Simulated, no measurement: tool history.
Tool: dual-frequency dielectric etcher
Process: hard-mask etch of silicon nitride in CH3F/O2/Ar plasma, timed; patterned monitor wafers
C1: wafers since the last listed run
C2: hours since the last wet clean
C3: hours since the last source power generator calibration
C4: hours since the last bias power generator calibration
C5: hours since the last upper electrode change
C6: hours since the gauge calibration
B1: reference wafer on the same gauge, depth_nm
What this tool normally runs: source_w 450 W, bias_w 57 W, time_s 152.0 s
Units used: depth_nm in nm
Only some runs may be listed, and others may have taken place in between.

Run 1, hour 0.0: usual settings but bias_w 53 W; C1 0; C2 443.8; C3 3103.6; C4 703.0; C5 3802.2; C6 1057.7; B1 88.9. Result: depth_nm 102.0 nm.
At hour 7.3: gauge calibrated.
At hour 53.1: wet clean of the chamber.
Run 2, hour 78.1: usual settings but bias_w 53 W; C1 550; C2 25.0; C3 3181.7; C4 781.1; C5 3880.3; C6 70.8; B1 89.0. Result: depth_nm 97.8 nm.
Run 3, hour 299.4: usual settings but bias_w 53 W; C1 2250; C2 246.3; C3 3403.0; C4 1002.4; C5 4101.6; C6 292.1; B1 89.1. Result: depth_nm 98.6 nm.
Run 4, hour 346.7: usual settings; C1 480; C2 293.6; C3 3450.3; C4 1049.7; C5 4148.9; C6 339.4; B1 88.9. Result: depth_nm 102.9 nm.
Run 5, hour 382.8: usual settings; C1 367; C2 329.7; C3 3486.4; C4 1085.8; C5 4185.0; C6 375.5; B1 89.0. Result: depth_nm 103.1 nm.
Run 6, hour 426.4: usual settings but source_w 510 W; C1 443; C2 373.3; C3 3530.0; C4 1129.4; C5 4228.6; C6 419.1; B1 88.8. Result: depth_nm 107.5 nm.
At hour 487.3: upper electrode replaced.
At hour 525.2: wet clean of the chamber.
Run 7, hour 525.7: usual settings; C1 521; C2 0.5; C3 3629.3; C4 1228.7; C5 38.4; C6 518.4; B1 89.0. Result: depth_nm 100.6 nm.
Run 8, hour 600.8: usual settings; C1 763; C2 75.6; C3 3704.4; C4 1303.8; C5 113.5; C6 593.5; B1 89.1. Result: depth_nm 101.2 nm.
At hour 747.6: bias power generator calibrated.
Run 9, hour 771.2: usual settings; C1 1691; C2 246.0; C3 3874.8; C4 23.6; C5 283.9; C6 763.9; B1 89.1. Result: depth_nm 100.9 nm.
At hour 848.8: source power generator calibrated.
Run 10, hour 852.8: usual settings; C1 789; C2 327.6; C3 4.0; C4 105.2; C5 365.5; C6 845.5; B1 88.9. Result: depth_nm 102.2 nm.
At hour 914.2: gauge calibrated.
Run 11, hour 919.5: usual settings; C1 678; C2 394.3; C3 70.7; C4 171.9; C5 432.2; C6 5.3; B1 89.0. Result: depth_nm 103.5 nm.
Run 12, hour 970.5: usual settings; C1 518; C2 445.3; C3 121.7; C4 222.9; C5 483.2; C6 56.3; B1 89.1. Result: depth_nm 102.6 nm.
At hour 1008.5: wet clean of the chamber.
Run 13, hour 1050.3: usual settings but source_w 510 W, bias_w 61 W, time_s 178.5 s; C1 567; C2 41.8; C3 201.5; C4 302.7; C5 563.0; C6 136.1; B1 89.1. Result: depth_nm 124.2 nm.
Run 14, hour 1102.6: usual settings but source_w 350 W, bias_w 47 W; C1 531; C2 94.1; C3 253.8; C4 355.0; C5 615.3; C6 188.4; B1 88.9. Result: depth_nm 88.8 nm.
Run 15, hour 1158.8: usual settings but source_w 360 W, time_s 167.5 s; C1 571; C2 150.3; C3 310.0; C4 411.2; C5 671.5; C6 244.6; B1 89.1. Result: depth_nm 105.2 nm.
Run 16, hour 1243.5: usual settings but source_w 490 W, bias_w 47 W, time_s 118.0 s; C1 861; C2 235.0; C3 394.7; C4 495.9; C5 756.2; C6 329.3; B1 89.0. Result: depth_nm 76.1 nm.
Run 17, hour 1282.2: usual settings but source_w 410 W, bias_w 45 W, time_s 122.5 s; C1 393; C2 273.7; C3 433.4; C4 534.6; C5 794.9; C6 368.0; B1 89.1. Result: depth_nm 74.3 nm.
Run 18, hour 1347.3: usual settings but source_w 340 W, bias_w 51 W; C1 661; C2 338.8; C3 498.5; C4 599.7; C5 860.0; C6 433.1; B1 89.0. Result: depth_nm 92.3 nm.
At hour 1395.1: wet clean of the chamber.
Run 19, hour 1438.2: usual settings but source_w 400 W, time_s 109.0 s; C1 680; C2 43.1; C3 589.4; C4 690.6; C5 950.9; C6 524.0; B1 89.1. Result: depth_nm 69.3 nm.

Predict each of these 3 candidate next runs independently; none follows another, all start after run 19:
Run A, hour 1438.7: usual settings but source_w 530 W; C1 5; C2 43.6; C3 589.9; C4 691.1; C5 951.4; C6 524.5; B1 ?. Result: depth_nm ?.
Run B, hour 1438.7: usual settings but source_w 500 W, bias_w 61 W, time_s 169.5 s; C1 5; C2 43.6; C3 589.9; C4 691.1; C5 951.4; C6 524.5; B1 ?. Result: depth_nm ?.
Run C, hour 1438.7: usual settings but source_w 550 W, time_s 186.5 s; C1 5; C2 43.6; C3 589.9; C4 691.1; C5 951.4; C6 524.5; B1 ?. Result: depth_nm ?.

run    B1  depth_nm
  A  89.0     105.1
  B  89.0     118.0
  C  89.0     130.4
With the hidden condition removed and each run's random variation left untouched, the same runs would have given:
run  depth_nm
  A     104.9
  B     117.7
  C     130.0
